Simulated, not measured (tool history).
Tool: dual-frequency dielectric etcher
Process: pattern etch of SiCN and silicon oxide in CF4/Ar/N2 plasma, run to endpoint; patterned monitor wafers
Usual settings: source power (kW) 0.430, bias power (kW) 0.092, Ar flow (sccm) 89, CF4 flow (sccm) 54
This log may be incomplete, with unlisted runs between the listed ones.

| run | hour | source power (kW) | bias power (kW) | Ar flow (sccm) | CF4 flow (sccm) | wafers since the last listed run | hours since the last wet clean | hours since the last source power generator calibration | hours since the last bias power generator calibration | hours since the last Ar flow controller change | hours since the last CF4 flow controller change | hours since the last upper electrode change | incoming incoming film thickness, nm | endpoint time (s) |
|---|---|---|---|---|---|---|---|---|---|---|---|---|---|---|
| 1 | 0.0 | 0.430 | 0.110 | 89 | 47 | 0 | 141.6 | 1424.9 | 4557.6 | 1973.7 | 2767.5 | 2198.1 | 9.28 | 10.4 |
| 2 | 16.4 | 0.430 | 0.087 | 102 | 54 | 267 | 158.0 | 1441.3 | 4574.0 | 1990.1 | 2783.9 | 2214.5 | 9.41 | 11.7 |
| 3 | 44.7 | 0.430 | 0.087 | 102 | 54 | 461 | 186.3 | 1469.6 | 4602.3 | 2018.4 | 2812.2 | 2242.8 | 9.43 | 11.8 |
| 4 | 64.2 | 0.430 | 0.087 | 102 | 54 | 318 | 205.8 | 1489.1 | 4621.8 | 2037.9 | 2831.7 | 2262.3 | 9.36 | 11.6 |
| 5 | 82.1 | 0.430 | 0.084 | 89 | 54 | 291 | 223.7 | 1507.0 | 4639.7 | 2055.8 | 2849.6 | 2280.2 | 9.36 | 11.5 |
| 6 | 112.7 | 0.430 | 0.084 | 89 | 54 | 499 | 254.3 | 1537.6 | 4670.3 | 2086.4 | 2880.2 | 2310.8 | 9.41 | 11.5 |
|  | 119.8 | Ar flow controller replaced |
| 7 | 144.2 | 0.430 | 0.092 | 89 | 54 | 415 | 285.8 | 1569.1 | 4701.8 | 24.4 | 2911.7 | 2342.3 | 9.37 | 11.4 |
|  | 174.5 | CF4 flow controller replaced |
|  | 196.6 | upper electrode replaced |
|  | 204.9 | wet clean of the chamber |
| 8 | 205.4 | 0.430 | 0.092 | 89 | 54 | 405 | 0.5 | 1630.3 | 4763.0 | 85.6 | 30.9 | 8.8 | 9.44 | 10.9 |
| 9 | 205.7 | 0.430 | 0.092 | 89 | 54 | 4 | 0.8 | 1630.6 | 4763.3 | 85.9 | 31.2 | 9.1 | 9.39 | 11.0 |
| 10 | 226.2 | 0.430 | 0.092 | 97 | 66 | 334 | 21.3 | 1651.1 | 4783.8 | 106.4 | 51.7 | 29.6 | 9.38 | 10.6 |
|  | 259.6 | source power generator calibrated |
| 11 | 260.1 | 0.510 | 0.105 | 77 | 64 | 487 | 55.2 | 0.5 | 4817.7 | 140.3 | 85.6 | 63.5 | 9.44 | 8.4 |
|  | 277.5 | bias power generator calibrated |
| 12 | 288.8 | 0.430 | 0.070 | 89 | 60 | 402 | 83.9 | 29.2 | 11.3 | 169.0 | 114.3 | 92.2 | 9.44 | 12.2 |
| 13 | 302.8 | 0.430 | 0.092 | 72 | 54 | 228 | 97.9 | 43.2 | 25.3 | 183.0 | 128.3 | 106.2 | 9.50 | 10.8 |
| 14 | 317.7 | 0.430 | 0.087 | 102 | 54 | 242 | 112.8 | 58.1 | 40.2 | 197.9 | 143.2 | 121.1 | 9.43 | 11.6 |
| 15 | 335.4 | 0.430 | 0.092 | 74 | 59 | 288 | 130.5 | 75.8 | 57.9 | 215.6 | 160.9 | 138.8 | 9.41 | 10.6 |
| 16 | 362.1 | 0.430 | 0.092 | 89 | 46 | 435 | 157.2 | 102.5 | 84.6 | 242.3 | 187.6 | 165.5 | 9.46 | 11.7 |

Pick out some run-to-run changes in endpoint time (s). Of each, how much would a tool without hidden state show as well, from the settings, what came in and chance, and how much is left for the hidden state and any gauge scatter not in both results compared?
Unlogged tool condition in this case: etch rate over this chamber's usual, %; source power that arrives over what is set, %; bias power that arrives over what is set, %; Ar flow that arrives over what is set, %; CF4 flow that arrives over what is set, %.
Run 7 -> 8: CF4 flow controller replaced, upper electrode replaced, wet clean of the chamber. endpoint time (s) -0.5: hidden state -0.4, all else -0.1.
Run 11 -> 12: source power (kW) 0.510 -> 0.430, bias power (kW) 0.105 -> 0.070, Ar flow (sccm) 77 -> 89, CF4 flow (sccm) 64 -> 60, bias power generator calibrated. endpoint time (s) +3.8: hidden state +0.1, all else +3.7.
